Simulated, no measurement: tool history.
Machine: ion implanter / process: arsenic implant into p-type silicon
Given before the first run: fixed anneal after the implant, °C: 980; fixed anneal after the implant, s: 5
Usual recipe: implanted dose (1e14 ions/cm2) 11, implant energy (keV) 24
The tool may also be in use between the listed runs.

run,hour,implanted dose (1e14 ions/cm2),implant energy (keV),wafers since the last listed run,hours since the last dose calibration,hours since the extraction supply was calibrated,hours since the gauge calibration,"read-back reference wafer on the same gauge, sheet resistance",sheet resistance of the implanted and annealed layer (ohm/square)
1,0,11,21.5,0,803.2,5308.3,1129.6,152.19,141.4
2,64.6,11,24,1714,867.8,5372.9,1194.2,151.99,136.09
3,157.7,12.77,24,2471,960.9,5466,1287.3,151.78,130.07
4,200.8,12.77,24,1144,1004,5509.1,1330.4,152.07,129.76
5,247.9,12.77,24,1250,1051.1,5556.2,1377.5,151.82,130.32
6,285.3,11,29,992,1088.5,5593.6,1414.9,152.07,126.66
# hour 306.8: Faraday cup replaced and dose calibrated
7,366.3,11,29,1937,59.5,5674.6,1495.9,151.97,126.24
8,409.1,11,29,1136,102.3,5717.4,1538.7,152.2,126.24
9,473.5,11,24,1709,166.7,5781.8,1603.1,152.08,136.85
10,511.6,11,24,1011,204.8,5819.9,1641.2,152.2,136.95
11,610.1,11,24,2614,303.3,5918.4,1739.7,152.22,136.64
12,717.8,11,27,2859,411,6026.1,1847.4,152.06,129.73
13,803.6,11,27,2277,496.8,6111.9,1933.2,151.95,128.94
14,890,11,27,2293,583.2,6198.3,2019.6,152.04,130.26
15,956.1,11,24,1754,649.3,6264.4,2085.7,151.98,136.02
16,1002.7,11,24,1237,695.9,6311,2132.3,151.98,135.83
17,1264,12.17,24,6936,957.2,6572.3,2393.6,152.02,131.19
# hour 1335.8: Faraday cup replaced and dose calibrated
18,1336.3,11,24,1706,0.5,6644.6,2465.9,152.04,136.39
19,1417.8,11.95,31,2163,82,6726.1,2547.4,152.01,119.09
# hour 1470.1: extraction supply calibrated
20,1470.6,11,24,1189,134.8,0.5,2600.2,152.15,136.56
21,1519.8,7.87,32,1306,184,49.7,2649.4,152.01,145.36
22,1555.8,8.26,21.5,955,220,85.7,2685.4,151.94,158.93
23,1644.8,11,24,2362,309,174.7,2774.4,151.9,135.4
# hour 1663.6: gauge calibrated
24,1724.5,8.59,16,2115,388.7,254.4,60.9,151.77,170.7
25,1827.4,8.9,19,2731,491.6,357.3,163.8,152.2,160.42
26,1922.5,10.09,20.5,2524,586.7,452.4,258.9,151.9,147.55
27,2025.6,13.65,21,2737,689.8,555.5,362,152,135.56
28,2098.2,9.1,21,1927,762.4,628.1,434.6,151.93,153.54
29,2240.6,11,21,3780,904.8,770.5,577,152.05,143.44
30,2296.1,11,24,1473,960.3,826,632.5,151.99,136.04
# hour 2384.3: Faraday cup replaced and dose calibrated
31,2615.4,9.49,17.5,8264,231.1,1145.3,951.8,152.02,160.29
32,2681.7,13.98,32.5,1760,297.4,1211.6,1018.1,152.16,110.47
33,2749.2,12.92,18.5,1791,364.9,1279.1,1085.6,152.08,144.38
34,2792,9.85,16.5,1136,407.7,1321.9,1128.4,151.89,160.67
35,2991.2,13.21,27,5288,606.9,1521.1,1327.6,152.05,121.86
36,3061.2,13.72,31,1858,676.9,1591.1,1397.6,151.82,113.02
37,3336,8.7,24,7295,951.7,1865.9,1672.4,152.23,149.98

Take each entry between the runs: how does the hidden state at the last listed run before it differ from the hidden state at the first listed run after it?
In the gap between runs 6 and 7: Faraday cup replaced and dose calibrated (hour 306.8)
  the hidden state is the same at both runs
In the gap between runs 17 and 18: Faraday cup replaced and dose calibrated (hour 1335.8)
  the hidden state is the same at both runs
In the gap between runs 19 and 20: extraction supply calibrated (hour 1470.1)
  the hidden state is the same at both runs
In the gap between runs 23 and 24: gauge calibrated (hour 1663.6)
  the hidden state is the same at both runs
In the gap between runs 30 and 31: Faraday cup replaced and dose calibrated (hour 2384.3)
  the hidden state is the same at both runs
